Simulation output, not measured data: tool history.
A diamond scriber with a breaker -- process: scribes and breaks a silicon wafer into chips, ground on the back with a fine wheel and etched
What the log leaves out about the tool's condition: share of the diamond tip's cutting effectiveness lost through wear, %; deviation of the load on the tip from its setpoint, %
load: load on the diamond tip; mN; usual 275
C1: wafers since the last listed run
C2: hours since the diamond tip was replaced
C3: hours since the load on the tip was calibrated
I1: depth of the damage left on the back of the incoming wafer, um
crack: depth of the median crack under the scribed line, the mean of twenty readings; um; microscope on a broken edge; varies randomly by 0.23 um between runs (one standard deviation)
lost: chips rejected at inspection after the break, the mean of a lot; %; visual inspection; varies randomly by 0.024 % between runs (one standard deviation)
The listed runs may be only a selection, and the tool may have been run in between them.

{"run": 1, "hour": 0.0, "load": 275, "C1": 0, "C2": 48.4, "C3": 94.3, "I1": 0.58, "crack": 10.95, "lost": 1.28}
{"run": 2, "hour": 164.8, "load": 275, "C1": 356, "C2": 213.2, "C3": 259.1, "I1": 0.64, "crack": 10.26, "lost": 3.87}
{"hour": 206.8, "done": "diamond tip replaced by a new one"}
{"run": 3, "hour": 207.3, "load": 275, "C1": 87, "C2": 0.5, "C3": 301.6, "I1": 0.75, "crack": 12.02, "lost": 0.7}
{"run": 4, "hour": 245.4, "load": 275, "C1": 82, "C2": 38.6, "C3": 339.7, "I1": 0.64, "crack": 11.72, "lost": 1.08}
{"run": 5, "hour": 282.2, "load": 275, "C1": 79, "C2": 75.4, "C3": 376.5, "I1": 0.55, "crack": 10.98, "lost": 1.75}
{"run": 6, "hour": 494.9, "load": 232, "C1": 460, "C2": 288.1, "C3": 589.2, "I1": 0.65, "crack": 8.53, "lost": 10.22}
{"run": 7, "hour": 533.1, "load": 232, "C1": 82, "C2": 326.3, "C3": 627.4, "I1": 0.33, "crack": 8.67, "lost": 9.48}
{"hour": 538.2, "done": "diamond tip replaced by a new one"}
{"run": 8, "hour": 590.3, "load": 275, "C1": 119, "C2": 52.1, "C3": 684.6, "I1": 0.42, "crack": 11.0, "lost": 1.38}
{"run": 9, "hour": 637.2, "load": 275, "C1": 101, "C2": 99.0, "C3": 731.5, "I1": 0.67, "crack": 10.59, "lost": 2.17}
{"run": 10, "hour": 677.1, "load": 275, "C1": 86, "C2": 138.9, "C3": 771.4, "I1": 0.67, "crack": 9.94, "lost": 2.9}
{"run": 11, "hour": 709.4, "load": 275, "C1": 69, "C2": 171.2, "C3": 803.7, "I1": 0.64, "crack": 9.91, "lost": 3.36}
{"run": 12, "hour": 734.7, "load": 215, "C1": 54, "C2": 196.5, "C3": 829.0, "I1": 0.69, "crack": 8.35, "lost": 11.56}
{"run": 13, "hour": 761.3, "load": 327, "C1": 57, "C2": 223.1, "C3": 855.6, "I1": 0.33, "crack": 11.31, "lost": 1.01}
{"run": 14, "hour": 819.6, "load": 275, "C1": 126, "C2": 281.4, "C3": 913.9, "I1": 0.63, "crack": 9.66, "lost": 4.27}
{"hour": 861.8, "done": "diamond tip replaced by a new one"}
{"run": 15, "hour": 880.1, "load": 333, "C1": 126, "C2": 18.3, "C3": 974.4, "I1": 0.47, "crack": 12.98, "lost": 1.72}
{"run": 16, "hour": 931.3, "load": 275, "C1": 110, "C2": 69.5, "C3": 1025.6, "I1": 0.37, "crack": 10.57, "lost": 1.76}
{"hour": 944.3, "done": "load on the tip recalibrated"}
{"run": 17, "hour": 976.3, "load": 275, "C1": 93, "C2": 114.5, "C3": 32.0, "I1": 0.42, "crack": 10.23, "lost": 2.52}
{"run": 18, "hour": 1048.0, "load": 275, "C1": 155, "C2": 186.2, "C3": 103.7, "I1": 0.43, "crack": 9.89, "lost": 3.69}
{"run": 19, "hour": 1108.0, "load": 236, "C1": 129, "C2": 246.2, "C3": 163.7, "I1": 0.5, "crack": 9.14, "lost": 8.9}
{"hour": 1118.1, "done": "diamond tip replaced by a new one"}
{"run": 20, "hour": 1215.4, "load": 195, "C1": 227, "C2": 97.3, "C3": 271.1, "I1": 0.5, "crack": 7.88, "lost": 16.18}
{"run": 21, "hour": 1281.7, "load": 346, "C1": 143, "C2": 163.6, "C3": 337.4, "I1": 0.61, "crack": 11.98, "lost": 0.86}
{"run": 22, "hour": 1318.3, "load": 324, "C1": 79, "C2": 200.2, "C3": 374.0, "I1": 0.33, "crack": 11.12, "lost": 1.44}
{"run": 23, "hour": 1354.7, "load": 275, "C1": 78, "C2": 236.6, "C3": 410.4, "I1": 0.67, "crack": 9.61, "lost": 5.15}
{"hour": 1378.0, "done": "diamond tip replaced by a new one"}
{"run": 24, "hour": 1418.4, "load": 340, "C1": 133, "C2": 40.4, "C3": 474.1, "I1": 0.33, "crack": 12.81, "lost": 1.27}
{"run": 25, "hour": 1455.0, "load": 323, "C1": 79, "C2": 77.0, "C3": 510.7, "I1": 0.54, "crack": 12.26, "lost": 0.71}

3 ways to go on from here, each from the tool as it stands after run 25. What would each give?
{"run": "A", "hour": 1455.7, "load": 275, "C1": 1, "C2": 77.7, "C3": 511.4, "I1": 0.58, "crack": "?", "lost": "?"}
{"run": "B", "hour": 1455.7, "load": 349, "C1": 1, "C2": 77.7, "C3": 511.4, "I1": 0.58, "crack": "?", "lost": "?"}
{"run": "C", "hour": 1455.7, "load": 227, "C1": 1, "C2": 77.7, "C3": 511.4, "I1": 0.58, "crack": "?", "lost": "?"}

run=A crack=10.49 lost=1.79
run=B crack=12.47 lost=0.99
run=C crack=9.11 lost=6.15
Stripped of hidden state, with their random variation kept, the same runs would have yielded:
run=A crack=11.75 lost=0.69
run=B crack=13.97 lost=3.22
run=C crack=10.20 lost=2.41

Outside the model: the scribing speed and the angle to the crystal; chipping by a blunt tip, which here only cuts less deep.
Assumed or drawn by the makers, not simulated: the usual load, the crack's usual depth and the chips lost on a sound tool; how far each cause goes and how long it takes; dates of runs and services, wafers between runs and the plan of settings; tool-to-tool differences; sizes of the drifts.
